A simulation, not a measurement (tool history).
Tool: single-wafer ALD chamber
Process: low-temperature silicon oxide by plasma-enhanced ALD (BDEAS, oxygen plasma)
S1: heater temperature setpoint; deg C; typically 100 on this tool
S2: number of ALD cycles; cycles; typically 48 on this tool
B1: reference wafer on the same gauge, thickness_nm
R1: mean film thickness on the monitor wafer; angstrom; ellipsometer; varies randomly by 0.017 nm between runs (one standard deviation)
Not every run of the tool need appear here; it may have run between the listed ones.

run,hour,S1,S2,B1,R1
1,0,100,48,5.631,63.62
2,32.1,100,48,5.626,63.43
3,59.8,100,48,5.63,63.54
4,95.5,100,48,5.627,63.59
5,130.6,100,48,5.631,63.68
6,155.4,100,48,5.63,63.67
7,177.6,100,48,5.631,63.6
8,196,100,48,5.63,63.72
9,210.3,100,48,5.63,63.43
10,305.6,89,55,5.632,76.34
11,334.1,100,48,5.631,63.59
12,369.1,92,42,5.633,57.74
13,401.4,105,55,5.628,72.11
14,429.1,92,45,5.63,61.62
15,443.1,100,48,5.631,63.54
16,476.8,90,57,5.631,78.98
17,503.8,107,53,5.632,69.46
18,521.3,100,48,5.63,63.72
19,549.5,104,44,5.628,57.71
20,584.4,93,48,5.634,65.24
21,614.7,100,48,5.63,63.74

Missing from the log above: 3 entries noted between runs. For each, name the pair of listed runs it sits between and say how the tool's hidden condition differs from the listed run just before to the listed run just after:
From run 7 to run 8: gauge calibrated (hour 184.9)
  nothing in the hidden state changes from one run to the other
From run 11 to run 12: thermocouple changed; heater temperature recalibrated (hour 365.7)
  nothing in the hidden state changes from one run to the other
From run 20 to run 21: gauge calibrated (hour 599.7)
  nothing in the hidden state changes from one run to the other
